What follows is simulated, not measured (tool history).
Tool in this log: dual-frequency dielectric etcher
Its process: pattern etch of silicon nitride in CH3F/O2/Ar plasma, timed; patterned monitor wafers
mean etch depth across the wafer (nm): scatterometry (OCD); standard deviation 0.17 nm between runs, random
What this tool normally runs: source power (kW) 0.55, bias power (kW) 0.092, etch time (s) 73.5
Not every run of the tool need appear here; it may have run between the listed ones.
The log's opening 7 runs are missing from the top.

run,hour,source power (kW),bias power (kW),etch time (s),wafers since the last listed run,hours since the last wet clean,hours since the last source power generator calibration,hours since the last bias power generator calibration,hours since the last upper electrode change,hours since the gauge calibration,"read-back reference wafer on the same gauge, depth_nm",mean etch depth across the wafer (nm)
8,150.8,0.55,0.092,61,269,473.4,4610.6,2937.3,1504.6,329.3,52.3,51.2
9,183.6,0.55,0.092,61,499,506.2,4643.4,2970.1,1537.4,362.1,52.3,51.1
# hour 220: wet clean of the chamber
10,220.5,0.55,0.107,73.5,196,0.5,4680.3,3007,1574.3,399,52.3,63.1
11,236.3,0.55,0.107,73.5,240,16.3,4696.1,3022.8,1590.1,414.8,52.3,63.6
12,302.1,0.55,0.107,73.5,1002,82.1,4761.9,3088.6,1655.9,480.6,52.3,63.4
13,320.8,0.55,0.078,73.5,284,100.8,4780.6,3107.3,1674.6,499.3,52.3,55.7
14,338.8,0.42,0.092,57.5,274,118.8,4798.6,3125.3,1692.6,517.3,52.3,43.6
15,366.8,0.43,0.076,60,426,146.8,4826.6,3153.3,1720.6,545.3,52.3,42
16,401.8,0.55,0.101,94,533,181.8,4861.6,3188.3,1755.6,580.3,52.3,79.9
17,427.9,0.55,0.092,73.5,397,207.9,4887.7,3214.4,1781.7,606.4,52.3,60.3
# hour 443.6: bias power generator calibrated
18,444.5,0.55,0.092,83.5,192,224.5,4904.3,0.9,1798.3,623,52.3,68.6
# hour 488.6: upper electrode replaced
# hour 498.8: gauge calibrated
19,506.6,0.55,0.1,73.5,580,286.6,4966.4,63,18,7.8,52.3,62.8
20,538.6,0.51,0.092,73.5,487,318.6,4998.4,95,50,39.8,52.3,59.5
21,630.1,0.55,0.092,61,1394,410.1,5089.9,186.5,141.5,131.3,52.3,50.7

Run 22 has not been measured yet. What should we expect?
# hour 665.6: source power generator calibrated
22,683.8,0.48,0.07,86,757,463.8,18.2,240.2,195.2,185,?,?

Run 22 came out at read-back reference wafer on the same gauge, depth_nm 52.3, mean etch depth across the wafer (nm) 61.4.
With the hidden condition absent and the run-to-run variation left alone, this run would have shown mean etch depth across the wafer (nm) 59.5.
